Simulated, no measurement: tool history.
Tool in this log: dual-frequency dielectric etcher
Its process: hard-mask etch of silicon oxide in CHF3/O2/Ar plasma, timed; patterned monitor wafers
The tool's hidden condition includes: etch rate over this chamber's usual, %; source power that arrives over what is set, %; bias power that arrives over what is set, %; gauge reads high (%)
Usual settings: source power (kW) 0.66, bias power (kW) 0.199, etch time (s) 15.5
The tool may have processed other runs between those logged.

run,hour,source power (kW),bias power (kW),etch time (s),wafers since the last listed run,hours since the last wet clean,hours since the last source power generator calibration,hours since the last bias power generator calibration,hours since the last upper electrode change,hours since the gauge calibration,"read-back reference wafer on the same gauge, depth_nm",mean etch depth across the wafer (nm)
1,0,0.66,0.199,15.5,0,74.9,108.9,4866.6,5351.9,1337.7,31.68,30.78
2,44.1,0.66,0.199,15.5,804,119,153,4910.7,5396,1381.8,31.69,30.72
3,90.9,0.66,0.199,15.5,854,165.8,199.8,4957.5,5442.8,1428.6,31.7,30.56
4,134.9,0.66,0.199,15.5,803,209.8,243.8,5001.5,5486.8,1472.6,31.71,30.7
5,189.2,0.66,0.199,15.5,991,264.1,298.1,5055.8,5541.1,1526.9,31.71,30.55
# hour 236.9: upper electrode replaced
6,255.6,0.66,0.199,15.5,773,330.5,364.5,5122.2,18.7,1593.3,31.68,30.47
7,311.8,0.66,0.236,15.5,1025,386.7,420.7,5178.4,74.9,1649.5,31.67,32.92
# hour 337.4: gauge calibrated
8,348.4,0.51,0.171,14,668,423.3,457.3,5215,111.5,11,31.68,22.96
9,381.4,0.66,0.199,15.5,602,456.3,490.3,5248,144.5,44,31.68,30.06
# hour 483.6: wet clean of the chamber
10,508.7,0.79,0.199,17.5,1885,25.1,617.6,5375.3,271.8,171.3,31.7,37.1
11,538.8,0.66,0.168,15.5,549,55.2,647.7,5405.4,301.9,201.4,31.7,28.42
12,563.3,0.61,0.23,15.5,447,79.7,672.2,5429.9,326.4,225.9,31.68,31.45
13,621.7,0.66,0.246,12.5,1065,138.1,730.6,5488.3,384.8,284.3,31.7,27.06
14,647.7,0.66,0.199,15.5,474,164.1,756.6,5514.3,410.8,310.3,31.71,30.49
15,747.9,0.66,0.199,15.5,1828,264.3,856.8,5614.5,511,410.5,31.74,30.19
16,793,0.75,0.199,14,823,309.4,901.9,5659.6,556.1,455.6,31.66,28.57
# hour 807.1: bias power generator calibrated
17,980.7,0.76,0.172,20,3353,497.1,1089.6,173.6,743.8,643.3,31.73,39.61
18,1011.4,0.61,0.186,17.5,560,527.8,1120.3,204.3,774.5,674,31.69,32.8
# hour 1047.7: wet clean of the chamber
19,1076.9,0.55,0.239,18,757,29.2,1185.8,269.8,840,739.5,31.69,37.01
20,1122.3,0.66,0.199,15.5,828,74.6,1231.2,315.2,885.4,784.9,31.69,31.65
21,1173.7,0.8,0.236,18.5,938,126,1282.6,366.6,936.8,836.3,31.72,43.96
22,1221.9,0.66,0.199,15.5,879,174.2,1330.8,414.8,985,884.5,31.71,31.32
23,1272.7,0.73,0.199,15.5,927,225,1381.6,465.6,1035.8,935.3,31.69,32.61
24,1321.6,0.66,0.199,15.5,892,273.9,1430.5,514.5,1084.7,984.2,31.69,31.25
25,1384.5,0.56,0.214,15.5,1148,336.8,1493.4,577.4,1147.6,1047.1,31.67,30.1
26,1417.6,0.66,0.178,15.5,604,369.9,1526.5,610.5,1180.7,1080.2,31.73,29.58
27,1465.1,0.59,0.199,19.5,867,417.4,1574,658,1228.2,1127.7,31.73,37.36
28,1537.1,0.59,0.199,17.5,1314,489.4,1646,730,1300.2,1199.7,31.71,33.42
# hour 1578.1: wet clean of the chamber
29,1579.7,0.76,0.215,11,339,1.6,1688.6,772.6,1342.8,1242.3,31.73,24.78

Each row is a separate what-if for the run after 29, all from the same tool condition, not one after another. Results?
A,1580.1,0.61,0.199,15.5,7,2,1689,773,1343.2,1242.7,?,?
B,1580.1,0.51,0.199,15.5,7,2,1689,773,1343.2,1242.7,?,?
C,1580.1,0.74,0.199,13.5,7,2,1689,773,1343.2,1242.7,?,?
D,1580.1,0.71,0.215,12.5,7,2,1689,773,1343.2,1242.7,?,?

run,"read-back reference wafer on the same gauge, depth_nm",mean etch depth across the wafer (nm)
A,31.7,30.85
B,31.7,28.63
C,31.7,29.1
D,31.7,27.44
With no hidden state in the tool, these same runs would have given:
run,mean etch depth across the wafer (nm)
A,30.66
B,28.45
C,28.91
D,27.26
